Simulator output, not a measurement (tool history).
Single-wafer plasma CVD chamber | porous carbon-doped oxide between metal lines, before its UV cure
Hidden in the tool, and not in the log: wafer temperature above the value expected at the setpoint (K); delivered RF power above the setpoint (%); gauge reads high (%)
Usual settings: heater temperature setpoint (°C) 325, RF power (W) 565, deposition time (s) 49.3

run,hour,heater temperature setpoint (°C),RF power (W),deposition time (s),wafers since the last listed run,hours since the last thermocouple change,hours since the last RF generator calibration,hours since the showerhead was replaced,hours since the gauge calibration,"read-back reference wafer on the same gauge, thickness_nm",mean film thickness on the monitor wafer (nm)
1,0,325,565,45.1,0,1597.5,682,2468.7,498.2,201.032,213.116
2,15.3,325,565,45.1,220,1612.8,697.3,2484,513.5,201.069,211.465
3,50.6,325,565,45.1,508,1648.1,732.6,2519.3,548.8,201.088,212.592
# hour 129.5: thermocouple changed; heater temperature recalibrated
4,137.2,325,565,49.3,1132,7.7,819.2,2605.9,635.4,201.277,231.513
5,162.1,325,565,49.3,358,32.6,844.1,2630.8,660.3,201.036,231.94
6,177.3,325,530,49.3,218,47.8,859.3,2646,675.5,201.141,227.289
# hour 204.3: showerhead replaced
7,204.8,325,530,49.3,280,75.3,886.8,0.5,703,201.048,223.313
8,232,325,520,49.3,391,102.5,914,27.7,730.2,201.087,223.382
9,255.4,325,565,49.3,337,125.9,937.4,51.1,753.6,201.187,231.876
10,269.3,325,565,49.3,200,139.8,951.3,65,767.5,200.868,232.179
11,287.4,325,565,49.3,260,157.9,969.4,83.1,785.6,201.113,230.02
12,352.5,325,565,49.3,937,223,1034.5,148.2,850.7,201.072,234.563
13,385.8,316,520,41.1,479,256.3,1067.8,181.5,884,200.935,195.668
14,399.4,334,530,49.3,195,269.9,1081.4,195.1,897.6,200.992,217.125
15,418.7,325,565,39.7,278,289.2,1100.7,214.4,916.9,201.104,187.752
16,440.7,311,615,39.8,316,311.2,1122.7,236.4,938.9,200.962,208.889
17,455.7,330,640,54,216,326.2,1137.7,251.4,953.9,201.003,261.981
18,481,329,565,52.5,364,351.5,1163,276.7,979.2,201.127,242.404
# hour 508.8: RF generator calibrated
19,509.3,329,565,49.3,292,379.8,0.5,305,1007.5,201.124,228.614
20,527.5,325,565,44.5,262,398,18.7,323.2,1025.7,200.916,210.981
# hour 541: gauge calibrated
21,563.1,325,565,49.3,512,433.6,54.3,358.8,22.1,200.847,232.613
22,589.4,325,565,49.3,378,459.9,80.6,385.1,48.4,201.027,231.989
23,613.3,336,605,57.8,344,483.8,104.5,409,72.3,200.924,268.473
24,645,316,520,41.1,456,515.5,136.2,440.7,104,201.088,195.495
25,661.8,310,515,49.3,242,532.3,153,457.5,120.8,200.95,237.802
26,682.5,310,645,52,298,553,173.7,478.2,141.5,200.918,277.647
27,702.4,317,655,49.3,286,572.9,193.6,498.1,161.4,201.002,255.293
28,746.4,325,505,49.3,633,616.9,237.6,542.1,205.4,200.955,222.072
29,781.5,325,565,54.7,505,652,272.7,577.2,240.5,200.941,259.301
30,810.3,325,565,49.3,414,680.8,301.5,606,269.3,200.96,233.091
31,830.4,329,565,52.5,289,700.9,321.6,626.1,289.4,201.011,243.796
32,852.2,315,565,49.3,314,722.7,343.4,647.9,311.2,201.097,242.334
33,882,312,485,49.3,429,752.5,373.2,677.7,341,201.059,230.925

How the hidden state differs across the entries between the runs, from the last listed run before each to the first after it:
Between runs 3 and 4: thermocouple changed; heater temperature recalibrated (hour 129.5)
  no hidden state differs between the two runs
Between runs 6 and 7: showerhead replaced (hour 204.3)
  no hidden state differs between the two runs
Between runs 18 and 19: RF generator calibrated (hour 508.8)
  no hidden state differs between the two runs
Between runs 20 and 21: gauge calibrated (hour 541)
  no hidden state differs between the two runs
